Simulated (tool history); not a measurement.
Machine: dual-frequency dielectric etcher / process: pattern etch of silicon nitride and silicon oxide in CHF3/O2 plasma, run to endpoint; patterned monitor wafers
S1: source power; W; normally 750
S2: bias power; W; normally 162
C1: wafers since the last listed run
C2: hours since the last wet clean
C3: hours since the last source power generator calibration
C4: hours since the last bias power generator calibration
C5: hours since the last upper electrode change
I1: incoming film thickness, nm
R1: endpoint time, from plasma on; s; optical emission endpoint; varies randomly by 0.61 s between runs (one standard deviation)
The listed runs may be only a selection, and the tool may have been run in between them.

run    hour   S1   S2    C1     C2      C3      C4      C5     I1     R1
  1     0.0  750  162     0  507.4  3790.9  1965.3  1572.3  324.1  199.1
       67.8  -- wet clean of the chamber
  2    84.8  750  162   533   17.0  3875.7  2050.1  1657.1  328.9  202.5
  3   158.9  750  162   650   91.1  3949.8  2124.2  1731.2  329.2  203.2
  4   220.1  750  162   537  152.3  4011.0  2185.4  1792.4  323.3  199.3
  5   323.7  750  162   909  255.9  4114.6  2289.0  1896.0  326.4  201.4
  6   428.5  750  162   920  360.7  4219.4  2393.8  2000.8  325.6  201.3
  7   529.4  750  162   885  461.6  4320.3  2494.7  2101.7  320.9  198.9
      711.6  -- wet clean of the chamber
  8   779.7  750  162  1986   68.1  4570.6  2745.0  2352.0  324.2  200.2
  9   818.9  750  162   344  107.3  4609.8  2784.2  2391.2  325.9  202.0
 10   911.2  750  162   810  199.6  4702.1  2876.5  2483.5  328.0  202.8
 11   972.3  750  162   536  260.7  4763.2  2937.6  2544.6  329.0  203.9
      992.3  -- source power generator calibrated
 12  1020.2  750  162   385  308.6    27.9  2985.5  2592.5  325.2  203.7
 13  1085.6  750  162   574  374.0    93.3  3050.9  2657.9  326.2  205.4
 14  1131.5  750  162   402  419.9   139.2  3096.8  2703.8  323.6  204.7
     1209.5  -- wet clean of the chamber
 15  1210.0  750  162   478    0.5   217.7  3175.3  2782.3  326.6  207.3
 16  1251.5  750  162   364   42.0   259.2  3216.8  2823.8  323.7  204.3
     1408.1  -- upper electrode replaced
 17  1408.6  750  162  1168  199.1   416.3  3373.9     0.5  326.1  207.5
 18  1469.4  750  174   533  259.9   477.1  3434.7    61.3  325.6  200.7
 19  1573.4  750  200   913  363.9   581.1  3538.7   165.3  326.9  191.7
 20  1614.2  690  141   358  404.7   621.9  3579.5   206.1  325.9  223.5
 21  1693.0  750  162   691  483.5   700.7  3658.3   284.9  319.5  201.5
 22  1751.6  750  162   514  542.1   759.3  3716.9   343.5  327.6  207.6
     1815.5  -- wet clean of the chamber
 23  1856.0  750  162   705   40.5   863.7  3821.3   447.9  325.4  206.3
 24  1956.6  620  183   883  141.1   964.3  3921.9   548.5  325.1  213.3
 25  2040.1  660  196   733  224.6  1047.8  4005.4   632.0  327.4  204.5
 26  2082.4  930  162   371  266.9  1090.1  4047.7   674.3  324.3  189.7
 27  2165.3  750  162   727  349.8  1173.0  4130.6   757.2  325.9  206.4
 28  2210.2  860  175   394  394.7  1217.9  4175.5   802.1  322.6  188.3
     2286.8  -- bias power generator calibrated
 29  2313.4  750  162   870  497.9  1321.1    26.6   905.3  323.8  201.8
     2344.8  -- wet clean of the chamber
 30  2410.3  670  173   639   65.5  1418.0   123.5  1002.2  323.3  205.1
 31  2472.6  750  162   546  127.8  1480.3   185.8  1064.5  325.0  201.6
 32  2530.2  590  144   505  185.4  1537.9   243.4  1122.1  326.2  234.3
 33  2595.7  940  142   575  250.9  1603.4   308.9  1187.6  328.3  195.3
 34  2808.1  750  186  1864  463.3  1815.8   521.3  1400.0  326.6  193.5
 35  2913.0  750  162   920  568.2  1920.7   626.2  1504.9  327.4  202.4

How would selected steps in R1 from run to run divide? Give the signed amount a tool lacking its hidden state would still show from settings, what came in and random variation, and the signed amount left for the hidden state, including any gauge scatter that is not in both of the compared results.
What the log doesn't record here: etch rate over this chamber's usual, %; source power that arrives over what is set, %; bias power that arrives over what is set, %.
Run 11 -> 12: source power generator calibrated. R1 -0.2 s: hidden state +4.3, all else -4.5.
Run 19 -> 20: S1 750 -> 690, S2 200 -> 141. R1 +31.8 s: hidden state +0.1, all else +31.7.
Run 25 -> 26: S1 660 -> 930, S2 196 -> 162. R1 -14.8 s: hidden state -0.5, all else -14.3.
Run 28 -> 29: S1 860 -> 750, S2 175 -> 162, bias power generator calibrated. R1 +13.5 s: hidden state -4.1, all else +17.6.
Run 31 -> 32: S1 750 -> 590, S2 162 -> 144. R1 +32.7 s: hidden state -0.2, all else +32.9.
Run 32 -> 33: S1 590 -> 940, S2 144 -> 142. R1 -39.0 s: hidden state +0.2, all else -39.2.

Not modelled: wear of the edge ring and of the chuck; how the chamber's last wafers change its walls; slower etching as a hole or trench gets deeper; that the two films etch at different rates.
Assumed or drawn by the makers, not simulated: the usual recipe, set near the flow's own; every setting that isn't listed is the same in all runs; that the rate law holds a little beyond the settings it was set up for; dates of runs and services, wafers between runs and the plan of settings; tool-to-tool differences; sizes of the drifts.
